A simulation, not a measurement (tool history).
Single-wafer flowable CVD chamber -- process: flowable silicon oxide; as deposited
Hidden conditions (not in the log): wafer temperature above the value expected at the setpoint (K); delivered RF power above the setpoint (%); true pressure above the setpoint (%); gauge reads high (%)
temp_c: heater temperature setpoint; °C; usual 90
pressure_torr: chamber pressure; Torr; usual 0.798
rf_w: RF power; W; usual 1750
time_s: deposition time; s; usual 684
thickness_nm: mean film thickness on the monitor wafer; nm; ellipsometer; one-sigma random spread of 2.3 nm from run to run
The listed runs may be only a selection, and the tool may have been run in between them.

run    hour  temp_c  pressure_torr  rf_w  time_s  wafers since the last listed run  hours since the last thermocouple change  hours since the last RF generator calibration  hours since the last manometer calibration  hours since the showerhead was replaced  hours since the gauge calibration  read-back reference wafer on the same gauge, thickness_nm  thickness_nm
  1       0      90          0.798  1750     684                                 0                                      26.6                                         1309.7                                       185.4                                   4329.5                             2575.3                                                    477.388       566.195
  2    69.4      90          0.798  1750     684                               283                                        96                                         1379.1                                       254.8                                   4398.9                             2644.7                                                    477.056       566.906
  3   133.2      90          0.798  1750     684                               260                                     159.8                                         1442.9                                       318.6                                   4462.7                             2708.5                                                    476.085       565.367
      163.1  -- showerhead replaced
  4   172.9      90          0.798  1750     582                               129                                     199.5                                         1482.6                                       358.3                                      9.8                             2748.2                                                    476.379       478.073
  5   277.9      90          0.798  1750     684                               429                                     304.5                                         1587.6                                       463.3                                    114.8                             2853.2                                                    475.671       565.882
  6   328.9      90          0.798  2095     684                               208                                     355.5                                         1638.6                                       514.3                                    165.8                             2904.2                                                     475.62       588.169
  7   421.9      84          0.721  1995     781                               380                                     448.5                                         1731.6                                       607.3                                    258.8                             2997.2                                                    474.884       706.355
  8     487      90           0.85  1425     771                               266                                     513.6                                         1796.7                                       672.4                                    323.9                             3062.3                                                    474.924       635.945
  9   538.2      90          0.798  1750     779                               209                                     564.8                                         1847.9                                       723.6                                    375.1                             3113.5                                                    474.952       642.835
 10   628.1      90          0.798  1750     782                               367                                     654.7                                         1937.8                                       813.5                                      465                             3203.4                                                    472.658       641.773
 11   705.4      90          0.798  1750     684                               316                                       732                                         2015.1                                       890.8                                    542.3                             3280.7                                                    472.674       559.147
 12   752.5      90          0.798  2000     568                               192                                     779.1                                         2062.2                                       937.9                                    589.4                             3327.8                                                    472.107       480.355
 13   806.8      90          0.798  1750     768                               222                                     833.4                                         2116.5                                       992.2                                    643.7                             3382.1                                                    472.773       623.765
 14   910.2      90          0.857  1420     684                               422                                     936.8                                         2219.9                                      1095.6                                    747.1                             3485.5                                                    471.352       563.786
 15   949.3      90          0.798  1750     684                               159                                     975.9                                           2259                                      1134.7                                    786.2                             3524.6                                                    471.399       560.041
      962.3  -- RF generator calibrated
      984.6  -- gauge calibrated
     1004.7  -- thermocouple changed; heater temperature recalibrated
 16  1018.9      90          0.798  1750     684                               219                                      14.2                                           56.6                                      1204.3                                    855.8                               34.3                                                    494.772       590.079
 17  1114.1      90          0.798  1750     684                               389                                     109.4                                          151.8                                      1299.5                                      951                              129.5                                                     494.75       588.932
 18  1152.4      90          0.798  1885     684                               156                                     147.7                                          190.1                                      1337.8                                    989.3                              167.8                                                    494.761       597.038
 19  1214.8      90          0.713  2080     564                               255                                     210.1                                          252.5                                      1400.2                                   1051.7                              230.2                                                     495.19       445.693
     1284.8  -- capacitance manometer re-zeroed and calibrated
 20  1420.7      90          0.798  1550     738                               809                                       416                                          458.4                                       135.9                                   1257.6                              436.1                                                    493.025       611.333
 21  1498.5      90          0.798  1750     684                               318                                     493.8                                          536.2                                       213.7                                   1335.4                              513.9                                                    493.709       581.464
 22  1585.4      90          0.798  1860     745                               355                                     580.7                                          623.1                                       300.6                                   1422.3                              600.8                                                    492.099       647.578
 23  1682.3      81          0.798  1945     684                               396                                     677.6                                            720                                       397.5                                   1519.2                              697.7                                                    491.957       762.096
 24  1741.8      82          0.968  1590     643                               243                                     737.1                                          779.5                                         457                                   1578.7                              757.2                                                    491.389       806.588
 25  1831.7      90          0.974  1975     798                               367                                       827                                          869.4                                       546.9                                   1668.6                              847.1                                                    491.319       850.263
 26  1899.3      90          0.711  1750     776                               276                                     894.6                                            937                                       614.5                                   1736.2                              914.7                                                    490.566        587.24
     1990.3  -- thermocouple changed; heater temperature recalibrated
 27  1993.7      90          0.798  1750     638                               353                                       3.4                                         1031.4                                       708.9                                   1830.6                             1009.1                                                    489.183       541.317
 28    2088      90          0.798  1750     684                               385                                      97.7                                         1125.7                                       803.2                                   1924.9                             1103.4                                                    489.145       582.647
 29  2139.6      90          0.798  1750     684                               210                                     149.3                                         1177.3                                       854.8                                   1976.5                               1155                                                      488.4       574.813

Below are 3 alternative next runs, each starting from the tool's condition after run 29. Predict each:
  A  2140.2      90          0.798  1750     684                                 2                                     149.9                                         1177.9                                       855.4                                   1977.1                             1155.6                                                          ?             ?
  B  2140.2      98          0.972  2095     684                                 2                                     149.9                                         1177.9                                       855.4                                   1977.1                             1155.6                                                          ?             ?
  C  2140.2      90          0.725  2090     817                                 2                                     149.9                                         1177.9                                       855.4                                   1977.1                             1155.6                                                          ?             ?

run  read-back reference wafer on the same gauge, thickness_nm  thickness_nm
  A                                                    488.047       578.769
  B                                                    488.047       570.971
  C                                                    488.047       652.719
With the hidden condition removed and each run's random variation left untouched, the same runs would have given:
run  thickness_nm
  A       586.371
  B       578.471
  C       661.292
